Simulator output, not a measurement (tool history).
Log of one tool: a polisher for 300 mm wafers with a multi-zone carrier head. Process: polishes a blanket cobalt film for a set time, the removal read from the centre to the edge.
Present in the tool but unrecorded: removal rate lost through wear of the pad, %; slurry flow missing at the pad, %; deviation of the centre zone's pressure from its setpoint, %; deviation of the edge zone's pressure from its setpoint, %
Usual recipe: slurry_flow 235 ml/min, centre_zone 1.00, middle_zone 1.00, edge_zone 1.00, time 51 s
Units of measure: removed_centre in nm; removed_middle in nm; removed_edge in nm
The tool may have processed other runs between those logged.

run	hour	slurry_flow	centre_zone	middle_zone	edge_zone	time	wafers since the last listed run	wafers polished on this pad	hours since the slurry nozzle was cleaned	hours since the centre zone pressure was calibrated	hours since the edge zone pressure was calibrated	hours since the carrier head's membrane was replaced	incoming thickness of the incoming film, nm	removed_centre	removed_middle	removed_edge
1	0.0	235	1.00	1.00	1.00	60	0	2371	398.5	3.4	82.6	1185.9	1389.8	316.9	310.3	313.5
2	41.8	235	1.00	1.00	1.00	62	286	2657	440.3	45.2	124.4	1227.7	1333.8	323.7	316.1	320.0
3	106.9	235	1.00	1.00	1.10	51	445	3102	505.4	110.3	189.5	1292.8	1356.9	255.2	248.6	267.4
# hour 111.9: worn pad replaced by a new one
4	141.0	270	1.00	1.00	1.00	58	206	198	539.5	144.4	223.6	1326.9	1336.9	337.6	330.6	333.7
5	195.6	235	1.09	1.00	1.00	51	373	572	594.1	199.0	278.2	1381.5	1379.2	320.1	284.4	290.3
6	224.9	235	1.00	0.95	1.00	51	200	773	623.4	228.3	307.5	1410.8	1359.2	293.6	271.9	287.6
# hour 228.4: slurry nozzle cleaned
7	278.4	235	1.00	1.00	1.00	51	359	1132	50.0	281.8	361.0	1464.3	1364.6	294.7	282.7	294.0
8	346.4	295	1.00	1.00	1.00	51	465	1597	118.0	349.8	429.0	1532.3	1346.8	290.5	285.9	285.9
9	406.3	235	1.00	1.00	1.00	51	409	2007	177.9	409.7	488.9	1592.2	1344.3	275.7	272.3	276.3
10	452.4	280	1.00	1.00	1.00	51	315	2323	224.0	455.8	535.0	1638.3	1370.7	276.8	270.7	278.8
11	501.4	235	1.00	1.00	1.00	51	335	2658	273.0	504.8	584.0	1687.3	1356.3	270.5	266.5	267.9
# hour 536.7: carrier head's membrane replaced by a new one
12	537.2	235	1.00	1.00	1.00	51	210	2869	308.8	540.6	619.8	0.5	1359.9	258.0	258.4	263.9
13	557.6	235	0.96	1.00	1.00	51	139	3009	329.2	561.0	640.2	20.9	1371.8	249.8	258.0	263.9
# hour 571.8: worn pad replaced by a new one
14	595.5	235	1.00	1.00	1.00	51	232	162	367.1	598.9	678.1	58.8	1361.5	291.2	278.7	289.1
15	639.2	235	1.00	1.00	0.91	51	299	461	410.8	642.6	721.8	102.5	1343.0	288.1	284.0	277.2
16	682.4	235	1.00	1.00	0.89	38	295	757	454.0	685.8	765.0	145.7	1334.0	210.6	210.8	203.3
17	720.0	215	0.91	0.97	1.04	51	257	1014	491.6	723.4	802.6	183.3	1337.8	258.3	273.7	288.2
18	769.3	235	1.09	1.00	1.00	51	337	1351	540.9	772.7	851.9	232.6	1353.8	303.0	275.0	285.6
19	834.9	235	1.00	1.00	0.96	51	448	1800	606.5	838.3	917.5	298.2	1337.2	281.6	270.4	275.3
# hour 854.1: centre zone pressure recalibrated
20	862.1	235	1.00	1.00	0.92	51	172	1973	633.7	8.0	944.7	325.4	1346.7	274.8	273.7	270.3
# hour 903.6: slurry nozzle cleaned
21	907.9	235	0.95	1.00	0.94	51	306	2279	4.3	53.8	990.5	371.2	1360.2	261.0	261.3	265.0
22	978.2	235	1.00	1.00	1.06	36	481	2761	74.6	124.1	1060.8	441.5	1337.1	186.3	181.5	188.8
23	1038.2	235	1.00	1.11	0.94	51	410	3171	134.6	184.1	1120.8	501.5	1377.3	253.6	267.4	246.0

Predict each of these 3 candidate next runs independently; none follows another, all start after run 23:
A	1038.6	160	1.00	1.00	1.00	51	2	3174	135.0	184.5	1121.2	501.9	1370.3	?	?	?
B	1038.6	235	1.00	1.00	1.04	51	2	3174	135.0	184.5	1121.2	501.9	1370.3	?	?	?
C	1038.6	235	1.00	1.00	1.05	51	2	3174	135.0	184.5	1121.2	501.9	1370.3	?	?	?

run	removed_centre	removed_middle	removed_edge
A	237.7	234.7	243.8
B	256.1	250.8	261.0
C	256.1	250.8	262.2
What these runs would have given with no unlogged condition in the tool:
run	removed_centre	removed_middle	removed_edge
A	271.5	268.0	278.4
B	292.5	286.4	298.0
C	292.5	286.4	299.4

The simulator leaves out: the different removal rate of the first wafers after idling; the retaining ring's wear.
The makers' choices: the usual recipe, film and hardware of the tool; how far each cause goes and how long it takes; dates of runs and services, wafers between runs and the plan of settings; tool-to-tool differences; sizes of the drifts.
